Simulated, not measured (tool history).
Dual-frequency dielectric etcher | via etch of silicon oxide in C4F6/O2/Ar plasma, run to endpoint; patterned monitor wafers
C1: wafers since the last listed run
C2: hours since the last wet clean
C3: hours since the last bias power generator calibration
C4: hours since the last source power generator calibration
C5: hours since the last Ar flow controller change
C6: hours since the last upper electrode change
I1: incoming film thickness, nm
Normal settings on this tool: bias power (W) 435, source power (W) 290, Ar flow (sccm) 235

{"run": 1, "hour": 0.0, "bias power (W)": 435, "source power (W)": 290, "Ar flow (sccm)": 235, "C1": 0, "C2": 179.1, "C3": 3199.4, "C4": 3040.1, "C5": 2542.8, "C6": 6267.8, "I1": 103.9, "endpoint time (s)": 26.5}
{"run": 2, "hour": 6.5, "bias power (W)": 435, "source power (W)": 290, "Ar flow (sccm)": 235, "C1": 82, "C2": 185.6, "C3": 3205.9, "C4": 3046.6, "C5": 2549.3, "C6": 6274.3, "I1": 103, "endpoint time (s)": 26.3}
{"run": 3, "hour": 18.8, "bias power (W)": 435, "source power (W)": 290, "Ar flow (sccm)": 235, "C1": 156, "C2": 197.9, "C3": 3218.2, "C4": 3058.9, "C5": 2561.6, "C6": 6286.6, "I1": 104.4, "endpoint time (s)": 26.6}
{"run": 4, "hour": 35.8, "bias power (W)": 435, "source power (W)": 260, "Ar flow (sccm)": 235, "C1": 216, "C2": 214.9, "C3": 3235.2, "C4": 3075.9, "C5": 2578.6, "C6": 6303.6, "I1": 104.3, "endpoint time (s)": 27.7}
{"run": 5, "hour": 50.1, "bias power (W)": 435, "source power (W)": 290, "Ar flow (sccm)": 235, "C1": 181, "C2": 229.2, "C3": 3249.5, "C4": 3090.2, "C5": 2592.9, "C6": 6317.9, "I1": 104, "endpoint time (s)": 26.4}
{"run": 6, "hour": 63.7, "bias power (W)": 435, "source power (W)": 290, "Ar flow (sccm)": 235, "C1": 172, "C2": 242.8, "C3": 3263.1, "C4": 3103.8, "C5": 2606.5, "C6": 6331.5, "I1": 103.7, "endpoint time (s)": 26.3}
{"run": 7, "hour": 75.0, "bias power (W)": 435, "source power (W)": 290, "Ar flow (sccm)": 235, "C1": 143, "C2": 254.1, "C3": 3274.4, "C4": 3115.1, "C5": 2617.8, "C6": 6342.8, "I1": 103.6, "endpoint time (s)": 26.2}
{"run": 8, "hour": 90.8, "bias power (W)": 435, "source power (W)": 290, "Ar flow (sccm)": 235, "C1": 200, "C2": 269.9, "C3": 3290.2, "C4": 3130.9, "C5": 2633.6, "C6": 6358.6, "I1": 103.9, "endpoint time (s)": 26.2}
{"run": 9, "hour": 108.2, "bias power (W)": 370, "source power (W)": 240, "Ar flow (sccm)": 267, "C1": 221, "C2": 287.3, "C3": 3307.6, "C4": 3148.3, "C5": 2651, "C6": 6376, "I1": 104.1, "endpoint time (s)": 31.3}
{"run": 10, "hour": 116.1, "bias power (W)": 333, "source power (W)": 350, "Ar flow (sccm)": 196, "C1": 100, "C2": 295.2, "C3": 3315.5, "C4": 3156.2, "C5": 2658.9, "C6": 6383.9, "I1": 104.4, "endpoint time (s)": 26.8}
{"hour": 132.6, "done": "Ar flow controller replaced"}
{"run": 11, "hour": 167.9, "bias power (W)": 435, "source power (W)": 290, "Ar flow (sccm)": 235, "C1": 582, "C2": 347, "C3": 3367.3, "C4": 3208, "C5": 35.3, "C6": 6435.7, "I1": 102.1, "endpoint time (s)": 25.6}
{"run": 12, "hour": 184.3, "bias power (W)": 341, "source power (W)": 330, "Ar flow (sccm)": 274, "C1": 208, "C2": 363.4, "C3": 3383.7, "C4": 3224.4, "C5": 51.7, "C6": 6452.1, "I1": 103.5, "endpoint time (s)": 28.1}
{"hour": 191.0, "done": "source power generator calibrated"}
{"hour": 197.9, "done": "bias power generator calibrated"}
{"hour": 216.2, "done": "wet clean of the chamber"}
{"run": 13, "hour": 223.0, "bias power (W)": 374, "source power (W)": 260, "Ar flow (sccm)": 288, "C1": 157, "C2": 6.8, "C3": 25.1, "C4": 32, "C5": 90.4, "C6": 6490.8, "I1": 103.4, "endpoint time (s)": 31}
{"run": 14, "hour": 250.9, "bias power (W)": 343, "source power (W)": 310, "Ar flow (sccm)": 263, "C1": 354, "C2": 34.7, "C3": 53, "C4": 59.9, "C5": 118.3, "C6": 6518.7, "I1": 104.2, "endpoint time (s)": 29.7}
{"run": 15, "hour": 259.5, "bias power (W)": 435, "source power (W)": 260, "Ar flow (sccm)": 212, "C1": 109, "C2": 43.3, "C3": 61.6, "C4": 68.5, "C5": 126.9, "C6": 6527.3, "I1": 103.9, "endpoint time (s)": 27.7}
{"run": 16, "hour": 283.5, "bias power (W)": 435, "source power (W)": 290, "Ar flow (sccm)": 235, "C1": 305, "C2": 67.3, "C3": 85.6, "C4": 92.5, "C5": 150.9, "C6": 6551.3, "I1": 104.1, "endpoint time (s)": 26.8}
{"hour": 320.5, "done": "upper electrode replaced"}
{"run": 17, "hour": 321.0, "bias power (W)": 462, "source power (W)": 290, "Ar flow (sccm)": 235, "C1": 171, "C2": 104.8, "C3": 123.1, "C4": 130, "C5": 188.4, "C6": 0.5, "I1": 105.1, "endpoint time (s)": 26.2}
{"run": 18, "hour": 321.3, "bias power (W)": 527, "source power (W)": 320, "Ar flow (sccm)": 262, "C1": 3, "C2": 105.1, "C3": 123.4, "C4": 130.3, "C5": 188.7, "C6": 0.8, "I1": 103.9, "endpoint time (s)": 23.8}

The next listed run, before its measurement:
{"run": 19, "hour": 321.7, "bias power (W)": 435, "source power (W)": 230, "Ar flow (sccm)": 192, "C1": 5, "C2": 105.5, "C3": 123.8, "C4": 130.7, "C5": 189.1, "C6": 1.2, "I1": 104.7, "endpoint time (s)": "?"}

{"run 19": {"endpoint time (s)": 28.9}}
Were there no unlogged condition in the tool, this run, its random variation unchanged, would have produced endpoint time (s) 29.1.
